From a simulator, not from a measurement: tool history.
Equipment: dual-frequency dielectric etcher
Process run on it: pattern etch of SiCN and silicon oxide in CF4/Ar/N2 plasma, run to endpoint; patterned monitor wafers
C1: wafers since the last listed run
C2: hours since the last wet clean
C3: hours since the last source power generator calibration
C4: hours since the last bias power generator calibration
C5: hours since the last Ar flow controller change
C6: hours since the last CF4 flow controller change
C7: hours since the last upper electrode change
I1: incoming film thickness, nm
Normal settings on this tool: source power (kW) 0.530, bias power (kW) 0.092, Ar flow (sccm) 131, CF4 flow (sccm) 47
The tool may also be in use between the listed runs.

{"run": 1, "hour": 0.0, "source power (kW)": 0.53, "bias power (kW)": 0.092, "Ar flow (sccm)": 131, "CF4 flow (sccm)": 47, "C1": 0, "C2": 89.0, "C3": 2909.7, "C4": 3115.2, "C5": 2215.6, "C6": 1732.2, "C7": 3615.8, "I1": 15.1, "endpoint time (s)": 15.1}
{"run": 2, "hour": 34.7, "source power (kW)": 0.53, "bias power (kW)": 0.092, "Ar flow (sccm)": 131, "CF4 flow (sccm)": 47, "C1": 491, "C2": 123.7, "C3": 2944.4, "C4": 3149.9, "C5": 2250.3, "C6": 1766.9, "C7": 3650.5, "I1": 14.91, "endpoint time (s)": 14.6}
{"run": 3, "hour": 105.2, "source power (kW)": 0.53, "bias power (kW)": 0.092, "Ar flow (sccm)": 131, "CF4 flow (sccm)": 55, "C1": 997, "C2": 194.2, "C3": 3014.9, "C4": 3220.4, "C5": 2320.8, "C6": 1837.4, "C7": 3721.0, "I1": 14.94, "endpoint time (s)": 14.3}
{"run": 4, "hour": 138.8, "source power (kW)": 0.53, "bias power (kW)": 0.092, "Ar flow (sccm)": 131, "CF4 flow (sccm)": 55, "C1": 475, "C2": 227.8, "C3": 3048.5, "C4": 3254.0, "C5": 2354.4, "C6": 1871.0, "C7": 3754.6, "I1": 14.97, "endpoint time (s)": 14.1}
{"run": 5, "hour": 202.2, "source power (kW)": 0.53, "bias power (kW)": 0.092, "Ar flow (sccm)": 131, "CF4 flow (sccm)": 55, "C1": 897, "C2": 291.2, "C3": 3111.9, "C4": 3317.4, "C5": 2417.8, "C6": 1934.4, "C7": 3818.0, "I1": 15.0, "endpoint time (s)": 14.3}
{"run": 6, "hour": 260.5, "source power (kW)": 0.53, "bias power (kW)": 0.092, "Ar flow (sccm)": 131, "CF4 flow (sccm)": 47, "C1": 824, "C2": 349.5, "C3": 3170.2, "C4": 3375.7, "C5": 2476.1, "C6": 1992.7, "C7": 3876.3, "I1": 14.98, "endpoint time (s)": 14.4}
{"hour": 331.0, "done": "wet clean of the chamber"}
{"run": 7, "hour": 331.5, "source power (kW)": 0.56, "bias power (kW)": 0.092, "Ar flow (sccm)": 131, "CF4 flow (sccm)": 47, "C1": 665, "C2": 0.5, "C3": 3241.2, "C4": 3446.7, "C5": 2547.1, "C6": 2063.7, "C7": 3947.3, "I1": 15.11, "endpoint time (s)": 14.5}
{"hour": 348.9, "done": "source power generator calibrated"}
{"run": 8, "hour": 387.9, "source power (kW)": 0.53, "bias power (kW)": 0.092, "Ar flow (sccm)": 131, "CF4 flow (sccm)": 47, "C1": 741, "C2": 56.9, "C3": 39.0, "C4": 3503.1, "C5": 2603.5, "C6": 2120.1, "C7": 4003.7, "I1": 14.97, "endpoint time (s)": 15.1}
{"run": 9, "hour": 414.1, "source power (kW)": 0.53, "bias power (kW)": 0.092, "Ar flow (sccm)": 122, "CF4 flow (sccm)": 47, "C1": 370, "C2": 83.1, "C3": 65.2, "C4": 3529.3, "C5": 2629.7, "C6": 2146.3, "C7": 4029.9, "I1": 15.03, "endpoint time (s)": 15.0}
{"hour": 445.7, "done": "Ar flow controller replaced"}
{"run": 10, "hour": 463.5, "source power (kW)": 0.53, "bias power (kW)": 0.092, "Ar flow (sccm)": 122, "CF4 flow (sccm)": 47, "C1": 614, "C2": 132.5, "C3": 114.6, "C4": 3578.7, "C5": 17.8, "C6": 2195.7, "C7": 4079.3, "I1": 15.01, "endpoint time (s)": 14.7}
{"hour": 501.7, "done": "CF4 flow controller replaced"}
{"hour": 514.4, "done": "upper electrode replaced"}
{"run": 11, "hour": 514.9, "source power (kW)": 0.46, "bias power (kW)": 0.107, "Ar flow (sccm)": 122, "CF4 flow (sccm)": 58, "C1": 462, "C2": 183.9, "C3": 166.0, "C4": 3630.1, "C5": 69.2, "C6": 13.2, "C7": 0.5, "I1": 15.03, "endpoint time (s)": 15.2}
{"run": 12, "hour": 547.4, "source power (kW)": 0.65, "bias power (kW)": 0.092, "Ar flow (sccm)": 120, "CF4 flow (sccm)": 59, "C1": 459, "C2": 216.4, "C3": 198.5, "C4": 3662.6, "C5": 101.7, "C6": 45.7, "C7": 33.0, "I1": 14.98, "endpoint time (s)": 11.4}
{"run": 13, "hour": 584.7, "source power (kW)": 0.53, "bias power (kW)": 0.092, "Ar flow (sccm)": 110, "CF4 flow (sccm)": 37, "C1": 527, "C2": 253.7, "C3": 235.8, "C4": 3699.9, "C5": 139.0, "C6": 83.0, "C7": 70.3, "I1": 14.88, "endpoint time (s)": 14.8}
{"hour": 617.4, "done": "bias power generator calibrated"}
{"run": 14, "hour": 633.4, "source power (kW)": 0.53, "bias power (kW)": 0.092, "Ar flow (sccm)": 131, "CF4 flow (sccm)": 42, "C1": 632, "C2": 302.4, "C3": 284.5, "C4": 16.0, "C5": 187.7, "C6": 131.7, "C7": 119.0, "I1": 14.98, "endpoint time (s)": 14.9}
{"hour": 677.5, "done": "wet clean of the chamber"}
{"run": 15, "hour": 695.5, "source power (kW)": 0.53, "bias power (kW)": 0.092, "Ar flow (sccm)": 131, "CF4 flow (sccm)": 43, "C1": 539, "C2": 18.0, "C3": 346.6, "C4": 78.1, "C5": 249.8, "C6": 193.8, "C7": 181.1, "I1": 15.01, "endpoint time (s)": 15.5}
{"run": 16, "hour": 725.5, "source power (kW)": 0.53, "bias power (kW)": 0.092, "Ar flow (sccm)": 153, "CF4 flow (sccm)": 47, "C1": 424, "C2": 48.0, "C3": 376.6, "C4": 108.1, "C5": 279.8, "C6": 223.8, "C7": 211.1, "I1": 15.06, "endpoint time (s)": 15.5}
{"run": 17, "hour": 775.6, "source power (kW)": 0.53, "bias power (kW)": 0.092, "Ar flow (sccm)": 131, "CF4 flow (sccm)": 47, "C1": 708, "C2": 98.1, "C3": 426.7, "C4": 158.2, "C5": 329.9, "C6": 273.9, "C7": 261.2, "I1": 15.04, "endpoint time (s)": 15.3}
{"run": 18, "hour": 915.0, "source power (kW)": 0.58, "bias power (kW)": 0.092, "Ar flow (sccm)": 131, "CF4 flow (sccm)": 47, "C1": 1972, "C2": 237.5, "C3": 566.1, "C4": 297.6, "C5": 469.3, "C6": 413.3, "C7": 400.6, "I1": 15.14, "endpoint time (s)": 13.7}
{"run": 19, "hour": 959.6, "source power (kW)": 0.42, "bias power (kW)": 0.113, "Ar flow (sccm)": 131, "CF4 flow (sccm)": 54, "C1": 631, "C2": 282.1, "C3": 610.7, "C4": 342.2, "C5": 513.9, "C6": 457.9, "C7": 445.2, "I1": 15.2, "endpoint time (s)": 16.6}
{"run": 20, "hour": 1026.4, "source power (kW)": 0.53, "bias power (kW)": 0.092, "Ar flow (sccm)": 131, "CF4 flow (sccm)": 47, "C1": 945, "C2": 348.9, "C3": 677.5, "C4": 409.0, "C5": 580.7, "C6": 524.7, "C7": 512.0, "I1": 14.95, "endpoint time (s)": 14.6}
{"hour": 1068.8, "done": "wet clean of the chamber"}
{"run": 21, "hour": 1096.6, "source power (kW)": 0.53, "bias power (kW)": 0.092, "Ar flow (sccm)": 131, "CF4 flow (sccm)": 47, "C1": 653, "C2": 27.8, "C3": 747.7, "C4": 479.2, "C5": 650.9, "C6": 594.9, "C7": 582.2, "I1": 14.87, "endpoint time (s)": 14.9}
{"run": 22, "hour": 1130.8, "source power (kW)": 0.56, "bias power (kW)": 0.092, "Ar flow (sccm)": 131, "CF4 flow (sccm)": 47, "C1": 483, "C2": 62.0, "C3": 781.9, "C4": 513.4, "C5": 685.1, "C6": 629.1, "C7": 616.4, "I1": 14.98, "endpoint time (s)": 14.0}
{"run": 23, "hour": 1185.4, "source power (kW)": 0.53, "bias power (kW)": 0.092, "Ar flow (sccm)": 131, "CF4 flow (sccm)": 47, "C1": 772, "C2": 116.6, "C3": 836.5, "C4": 568.0, "C5": 739.7, "C6": 683.7, "C7": 671.0, "I1": 15.15, "endpoint time (s)": 15.0}

Hidden condition of the tool, last listed run before each entry between runs versus first listed run after:
Between runs 6 and 7: wet clean of the chamber (hour 331.0)
  etch rate over this chamber's usual, %: 4.72 -> -0.255
  difference, measured minus the result without the unlogged condition, endpoint time (s): -0.6 -> +0.0
Between runs 7 and 8: source power generator calibrated (hour 348.9)
  etch rate over this chamber's usual, %: -0.255 -> 0.559
  difference, measured minus the result without the unlogged condition, endpoint time (s): +0.0 -> -0.1
Between runs 9 and 10: Ar flow controller replaced (hour 445.7)
  etch rate over this chamber's usual, %: 0.937 -> 1.65
  difference, measured minus the result without the unlogged condition, endpoint time (s): -0.1 -> -0.3
Between runs 10 and 11: CF4 flow controller replaced (hour 501.7); upper electrode replaced (hour 514.4)
  etch rate over this chamber's usual, %: 1.65 -> 2.39
  difference, measured minus the result without the unlogged condition, endpoint time (s): -0.3 -> -0.3
Between runs 13 and 14: bias power generator calibrated (hour 617.4)
  etch rate over this chamber's usual, %: 3.4 -> 4.1
  difference, measured minus the result without the unlogged condition, endpoint time (s): -0.5 -> -0.6
Between runs 14 and 15: wet clean of the chamber (hour 677.5)
  etch rate over this chamber's usual, %: 4.1 -> -0.778
  difference, measured minus the result without the unlogged condition, endpoint time (s): -0.6 -> +0.1
Between runs 20 and 21: wet clean of the chamber (hour 1068.8)
  etch rate over this chamber's usual, %: 3.99 -> 1.48
  difference, measured minus the result without the unlogged condition, endpoint time (s): -0.5 -> -0.2
